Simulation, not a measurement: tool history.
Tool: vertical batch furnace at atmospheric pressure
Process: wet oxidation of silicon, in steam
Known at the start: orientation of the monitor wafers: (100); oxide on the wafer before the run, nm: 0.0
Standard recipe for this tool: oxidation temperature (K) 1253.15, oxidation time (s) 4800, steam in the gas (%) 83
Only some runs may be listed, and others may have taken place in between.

run	day	oxidation temperature (K)	oxidation time (s)	steam in the gas (%)	wafers since the last listed run	hours since the last temperature calibration	hours since the steam generator was serviced	hours since the gauge calibration	read-back reference wafer on the same gauge, thickness	oxide thickness on the monitor wafer (angstrom)
1	0	1253.15	4800	83	0	2635.2	1483.4	17.8	438.54	3916.1
2	0.467	1253.15	5760	83	137	2646.4	1494.6	29	439.1	4458.7
3	0.979	1253.15	5760	83	151	2658.7	1506.9	41.3	438.58	4460.3
4	1.433	1253.15	4800	83	133	2669.6	1517.8	52.2	439.31	3905.4
5	2.121	1253.15	5730	83	202	2686.1	1534.3	68.7	439.22	4430.7
# day 3.392: thermocouples replaced and temperature profile calibrated
6	3.412	1253.15	3030	83	86	0.5	1565.3	99.7	439.45	2788.3
7	3.642	1253.15	3030	83	67	6	1570.8	105.2	438.22	2789.9
8	4.208	1253.15	4800	83	167	19.6	1584.4	118.8	439.17	3912.3
9	4.667	1238.15	2580	77	135	30.6	1595.4	129.8	439.27	2006.8
# day 4.85: gauge calibrated
10	5.142	1271.15	6450	94	140	42	1606.8	7	439.11	5910
# day 6.262: steam generator serviced
11	6.283	1270.15	4800	86	41	69.4	0.5	34.4	439.41	4535.5
12	6.508	1253.15	3480	75	66	74.8	5.9	39.8	439.65	2860.5
13	6.738	1253.15	4800	83	67	80.3	11.4	45.3	439.17	3908.4
14	7.046	1278.15	3030	72	90	87.7	18.8	52.7	438.81	3106.6
15	7.542	1243.15	4800	95	146	99.6	30.7	64.6	438.56	3978
16	8.521	1271.15	4800	95	288	123.1	54.2	88.1	438.76	4899.6

Hidden state at the last listed run before each entry between runs and at the first one after, where it differs:
Runs 5 to 6: thermocouples replaced and temperature profile calibrated (day 3.392)
  nothing in the hidden state changes from one run to the other
Runs 9 to 10: gauge calibrated (day 4.85)
  nothing in the hidden state changes from one run to the other
Runs 10 to 11: steam generator serviced (day 6.262)
  nothing in the hidden state changes from one run to the other
